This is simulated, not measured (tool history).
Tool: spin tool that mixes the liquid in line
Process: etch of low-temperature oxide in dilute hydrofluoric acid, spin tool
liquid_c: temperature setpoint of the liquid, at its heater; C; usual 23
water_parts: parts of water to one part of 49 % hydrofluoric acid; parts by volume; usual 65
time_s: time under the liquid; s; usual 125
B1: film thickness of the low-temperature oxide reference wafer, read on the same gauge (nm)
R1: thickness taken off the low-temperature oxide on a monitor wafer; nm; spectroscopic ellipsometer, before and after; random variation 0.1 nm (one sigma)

{"run": 1, "hour": 0.0, "liquid_c": 21, "water_parts": 65, "time_s": 125, "B1": 130.01, "R1": 20.3}
{"run": 2, "hour": 62.1, "liquid_c": 21, "water_parts": 65, "time_s": 125, "B1": 130.01, "R1": 20.46}
{"run": 3, "hour": 118.2, "liquid_c": 23, "water_parts": 65, "time_s": 125, "B1": 130.01, "R1": 22.23}
{"run": 4, "hour": 303.4, "liquid_c": 23, "water_parts": 80, "time_s": 125, "B1": 130.01, "R1": 17.78}
{"run": 5, "hour": 361.7, "liquid_c": 23, "water_parts": 80, "time_s": 125, "B1": 130.02, "R1": 17.86}
{"run": 6, "hour": 404.3, "liquid_c": 23, "water_parts": 80, "time_s": 125, "B1": 129.99, "R1": 17.94}
{"hour": 443.3, "done": "thermometer replaced"}
{"run": 7, "hour": 476.1, "liquid_c": 27, "water_parts": 65, "time_s": 125, "B1": 130.05, "R1": 26.44}
{"run": 8, "hour": 500.7, "liquid_c": 27, "water_parts": 65, "time_s": 125, "B1": 130.02, "R1": 26.2}
{"run": 9, "hour": 548.4, "liquid_c": 27, "water_parts": 65, "time_s": 125, "B1": 129.98, "R1": 26.42}
{"run": 10, "hour": 618.4, "liquid_c": 23, "water_parts": 65, "time_s": 125, "B1": 129.98, "R1": 22.46}
{"run": 11, "hour": 687.1, "liquid_c": 23, "water_parts": 65, "time_s": 125, "B1": 130.01, "R1": 22.42}
{"run": 12, "hour": 724.6, "liquid_c": 23, "water_parts": 65, "time_s": 125, "B1": 130.02, "R1": 22.64}
{"run": 13, "hour": 782.4, "liquid_c": 23, "water_parts": 65, "time_s": 165, "B1": 130.02, "R1": 29.88}
{"run": 14, "hour": 830.3, "liquid_c": 23, "water_parts": 65, "time_s": 165, "B1": 130, "R1": 30.11}
{"run": 15, "hour": 860.9, "liquid_c": 23, "water_parts": 65, "time_s": 85, "B1": 130, "R1": 15.4}
{"run": 16, "hour": 931.2, "liquid_c": 23, "water_parts": 90, "time_s": 125, "B1": 130, "R1": 15.88}
{"run": 17, "hour": 978.4, "liquid_c": 27, "water_parts": 75, "time_s": 125, "B1": 130.04, "R1": 22.96}
{"hour": 981.4, "done": "hydrofluoric acid flow meter replaced"}
{"run": 18, "hour": 1018.1, "liquid_c": 23, "water_parts": 65, "time_s": 125, "B1": 129.99, "R1": 21.2}
{"run": 19, "hour": 1073.4, "liquid_c": 27.5, "water_parts": 50, "time_s": 190, "B1": 129.99, "R1": 51.31}
{"run": 20, "hour": 1102.8, "liquid_c": 18, "water_parts": 80, "time_s": 195, "B1": 130, "R1": 21.61}
{"hour": 1112.0, "done": "gauge calibrated"}
{"run": 21, "hour": 1166.4, "liquid_c": 23, "water_parts": 45, "time_s": 145, "B1": 129.99, "R1": 36.56}
{"run": 22, "hour": 1214.7, "liquid_c": 23, "water_parts": 80, "time_s": 125, "B1": 130, "R1": 16.92}
{"run": 23, "hour": 1251.6, "liquid_c": 26, "water_parts": 65, "time_s": 125, "B1": 130, "R1": 24.14}
{"run": 24, "hour": 1277.4, "liquid_c": 23, "water_parts": 45, "time_s": 145, "B1": 129.98, "R1": 36.79}
{"run": 25, "hour": 1337.3, "liquid_c": 26, "water_parts": 50, "time_s": 60, "B1": 130.03, "R1": 15.39}
{"run": 26, "hour": 1366.3, "liquid_c": 27, "water_parts": 95, "time_s": 60, "B1": 129.96, "R1": 7.93}
{"run": 27, "hour": 1548.5, "liquid_c": 23, "water_parts": 55, "time_s": 125, "B1": 129.99, "R1": 25.53}
{"run": 28, "hour": 1581.1, "liquid_c": 23, "water_parts": 65, "time_s": 125, "B1": 129.97, "R1": 21.8}
{"hour": 1610.8, "done": "thermometer replaced"}
{"run": 29, "hour": 1615.6, "liquid_c": 23, "water_parts": 65, "time_s": 185, "B1": 129.96, "R1": 32.05}
{"run": 30, "hour": 1650.3, "liquid_c": 24.5, "water_parts": 65, "time_s": 100, "B1": 130, "R1": 18.17}
{"run": 31, "hour": 1698.9, "liquid_c": 24.5, "water_parts": 65, "time_s": 125, "B1": 129.99, "R1": 23.03}

Some steps in R1 between neighbouring runs. How much of each would the tool show without its hidden state too (settings, what came in, random variation), and how much is left for the hidden state, with any gauge scatter that isn't in both results?
The hidden state here: liquid colder than its thermometer reads (K); hydrofluoric acid flow above the setpoint (%); gauge reads high (%).
Run 14 -> 15: time_s 165 -> 85. R1 -14.71 nm: hidden state -1.04, all else -13.67.
Run 16 -> 17: liquid_c 23 -> 27, water_parts 90 -> 75. R1 +7.08 nm: hidden state +0.56, all else +6.52.
Run 17 -> 18: liquid_c 27 -> 23, water_parts 75 -> 65, hydrofluoric acid flow meter replaced. R1 -1.76 nm: hidden state -1.64, all else -0.12.
Run 18 -> 19: liquid_c 23 -> 27.5, water_parts 65 -> 50, time_s 125 -> 190. R1 +30.11 nm: hidden state +0.28, all else +29.83.
Run 19 -> 20: liquid_c 27.5 -> 18, water_parts 50 -> 80, time_s 190 -> 195. R1 -29.7 nm: hidden state -0.22, all else -29.48.
Run 24 -> 25: liquid_c 23 -> 26, water_parts 45 -> 50, time_s 145 -> 60. R1 -21.4 nm: hidden state -0.27, all else -21.13.
